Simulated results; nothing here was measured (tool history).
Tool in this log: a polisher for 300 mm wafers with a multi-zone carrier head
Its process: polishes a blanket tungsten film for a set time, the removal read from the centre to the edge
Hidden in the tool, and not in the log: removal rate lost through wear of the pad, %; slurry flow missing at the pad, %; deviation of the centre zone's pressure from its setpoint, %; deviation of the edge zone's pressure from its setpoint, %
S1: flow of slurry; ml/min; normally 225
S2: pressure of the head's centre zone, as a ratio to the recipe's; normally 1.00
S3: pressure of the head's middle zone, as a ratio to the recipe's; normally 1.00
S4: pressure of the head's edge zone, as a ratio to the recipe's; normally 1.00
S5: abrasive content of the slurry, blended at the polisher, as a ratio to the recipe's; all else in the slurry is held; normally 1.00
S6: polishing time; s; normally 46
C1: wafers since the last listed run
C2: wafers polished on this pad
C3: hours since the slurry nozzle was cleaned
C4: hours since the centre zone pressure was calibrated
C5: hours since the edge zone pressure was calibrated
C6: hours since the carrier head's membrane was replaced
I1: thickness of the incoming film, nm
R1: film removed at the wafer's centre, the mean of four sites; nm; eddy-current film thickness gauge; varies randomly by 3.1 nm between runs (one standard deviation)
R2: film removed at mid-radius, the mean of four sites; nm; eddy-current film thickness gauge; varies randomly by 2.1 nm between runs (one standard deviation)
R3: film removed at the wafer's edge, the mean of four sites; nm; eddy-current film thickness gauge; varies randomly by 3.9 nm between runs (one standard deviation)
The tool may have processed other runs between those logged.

| run | hour | S1 | S2 | S3 | S4 | S5 | S6 | C1 | C2 | C3 | C4 | C5 | C6 | I1 | R1 | R2 | R3 |
|---|---|---|---|---|---|---|---|---|---|---|---|---|---|---|---|---|---|
| 1 | 0.0 | 225 | 1.00 | 1.00 | 1.05 | 1.00 | 46 | 0 | 51 | 389.2 | 970.6 | 1210.5 | 674.1 | 744.9 | 259.6 | 280.0 | 278.7 |
| 2 | 20.7 | 225 | 1.00 | 1.00 | 1.00 | 1.00 | 46 | 280 | 332 | 409.9 | 991.3 | 1231.2 | 694.8 | 738.5 | 258.5 | 273.3 | 275.5 |
| 3 | 51.9 | 225 | 0.94 | 1.00 | 1.00 | 1.00 | 46 | 423 | 756 | 441.1 | 1022.5 | 1262.4 | 726.0 | 740.9 | 248.3 | 276.2 | 268.2 |
| 4 | 83.6 | 225 | 0.94 | 1.00 | 1.00 | 1.00 | 46 | 430 | 1186 | 472.8 | 1054.2 | 1294.1 | 757.7 | 740.5 | 247.9 | 273.0 | 275.7 |
| 5 | 110.1 | 225 | 0.94 | 1.00 | 1.00 | 1.00 | 46 | 359 | 1546 | 499.3 | 1080.7 | 1320.6 | 784.2 | 751.7 | 248.9 | 277.5 | 277.4 |
|  | 114.7 | worn pad replaced by a new one |
| 6 | 140.6 | 225 | 1.00 | 0.95 | 1.00 | 1.00 | 46 | 359 | 351 | 529.8 | 1111.2 | 1351.1 | 814.7 | 740.9 | 259.5 | 263.5 | 276.2 |
| 7 | 168.8 | 225 | 1.00 | 0.95 | 1.00 | 1.00 | 46 | 382 | 734 | 558.0 | 1139.4 | 1379.3 | 842.9 | 762.7 | 262.1 | 261.7 | 269.5 |
|  | 186.9 | carrier head's membrane replaced by a new one |
| 8 | 193.6 | 225 | 1.00 | 0.95 | 1.00 | 1.00 | 46 | 268 | 1002 | 582.8 | 1164.2 | 1404.1 | 6.7 | 757.1 | 263.8 | 262.3 | 275.0 |
| 9 | 210.7 | 225 | 1.00 | 1.00 | 1.05 | 1.00 | 46 | 232 | 1234 | 599.9 | 1181.3 | 1421.2 | 23.8 | 765.8 | 259.6 | 272.7 | 277.3 |
|  | 222.1 | slurry nozzle cleaned |
|  | 223.5 | edge zone pressure recalibrated |
|  | 235.1 | worn pad replaced by a new one |
| 10 | 244.0 | 225 | 1.00 | 1.00 | 1.00 | 0.80 | 46 | 364 | 121 | 21.9 | 1214.6 | 20.5 | 57.1 | 745.5 | 243.3 | 260.8 | 256.2 |
| 11 | 274.3 | 225 | 0.93 | 1.00 | 1.00 | 1.00 | 46 | 411 | 532 | 52.2 | 1244.9 | 50.8 | 87.4 | 749.6 | 245.1 | 277.6 | 270.0 |
| 12 | 297.0 | 225 | 1.00 | 1.00 | 1.05 | 1.00 | 46 | 308 | 840 | 74.9 | 1267.6 | 73.5 | 110.1 | 748.9 | 260.0 | 271.2 | 281.8 |
| 13 | 311.2 | 225 | 1.00 | 1.00 | 1.00 | 1.00 | 46 | 192 | 1033 | 89.1 | 1281.8 | 87.7 | 124.3 | 754.8 | 258.2 | 275.7 | 274.6 |
|  | 340.1 | worn pad replaced by a new one |
| 14 | 341.4 | 225 | 1.00 | 1.00 | 1.00 | 1.00 | 53 | 355 | 17 | 119.3 | 1312.0 | 117.9 | 154.5 | 754.0 | 294.8 | 317.0 | 314.1 |
| 15 | 356.7 | 225 | 1.00 | 0.92 | 1.00 | 1.00 | 52 | 207 | 225 | 134.6 | 1327.3 | 133.2 | 169.8 | 743.5 | 292.8 | 290.2 | 306.1 |
|  | 359.7 | centre zone pressure recalibrated |
| 16 | 389.6 | 225 | 0.93 | 1.00 | 1.00 | 1.00 | 46 | 419 | 644 | 167.5 | 29.9 | 166.1 | 202.7 | 756.4 | 261.0 | 277.1 | 266.0 |
| 17 | 408.4 | 300 | 1.00 | 1.00 | 1.00 | 1.00 | 46 | 255 | 899 | 186.3 | 48.7 | 184.9 | 221.5 | 749.0 | 282.6 | 282.3 | 275.2 |
| 18 | 423.4 | 225 | 1.00 | 1.08 | 0.96 | 1.00 | 46 | 203 | 1103 | 201.3 | 63.7 | 199.9 | 236.5 | 757.9 | 273.4 | 294.4 | 265.8 |
|  | 438.5 | worn pad replaced by a new one |
| 19 | 446.1 | 225 | 0.90 | 1.00 | 1.00 | 1.00 | 58 | 253 | 103 | 224.0 | 86.4 | 222.6 | 259.2 | 756.9 | 312.2 | 344.6 | 335.5 |
| 20 | 466.5 | 225 | 1.00 | 0.97 | 0.90 | 1.00 | 46 | 276 | 379 | 244.4 | 106.8 | 243.0 | 279.6 | 744.1 | 269.4 | 263.6 | 260.6 |
| 21 | 493.8 | 225 | 1.00 | 0.90 | 1.00 | 0.85 | 46 | 370 | 750 | 271.7 | 134.1 | 270.3 | 306.9 | 754.4 | 259.1 | 241.7 | 261.6 |

Here are 4 independent what-if runs from the current tool condition. What would each one return?
| A | 494.2 | 225 | 1.00 | 1.06 | 1.00 | 1.00 | 46 | 5 | 755 | 272.1 | 134.5 | 270.7 | 307.3 | 754.1 | ? | ? | ? |
| B | 494.2 | 225 | 1.00 | 1.00 | 1.00 | 1.00 | 59 | 5 | 755 | 272.1 | 134.5 | 270.7 | 307.3 | 754.1 | ? | ? | ? |
| C | 494.2 | 225 | 1.09 | 1.00 | 1.00 | 1.00 | 46 | 5 | 755 | 272.1 | 134.5 | 270.7 | 307.3 | 754.1 | ? | ? | ? |
| D | 494.2 | 225 | 1.00 | 1.00 | 0.91 | 1.00 | 46 | 5 | 755 | 272.1 | 134.5 | 270.7 | 307.3 | 754.1 | ? | ? | ? |

| run | R1 | R2 | R3 |
|---|---|---|---|
| A | 271.5 | 286.7 | 272.7 |
| B | 348.1 | 350.0 | 350.0 |
| C | 288.8 | 272.8 | 272.9 |
| D | 271.4 | 272.9 | 261.0 |
Stripped of hidden state, with their random variation kept, the same runs would have yielded:
| run | R1 | R2 | R3 |
|---|---|---|---|
| A | 283.0 | 286.7 | 272.7 |
| B | 362.8 | 350.0 | 350.0 |
| C | 301.0 | 272.8 | 272.9 |
| D | 282.9 | 272.9 | 261.0 |
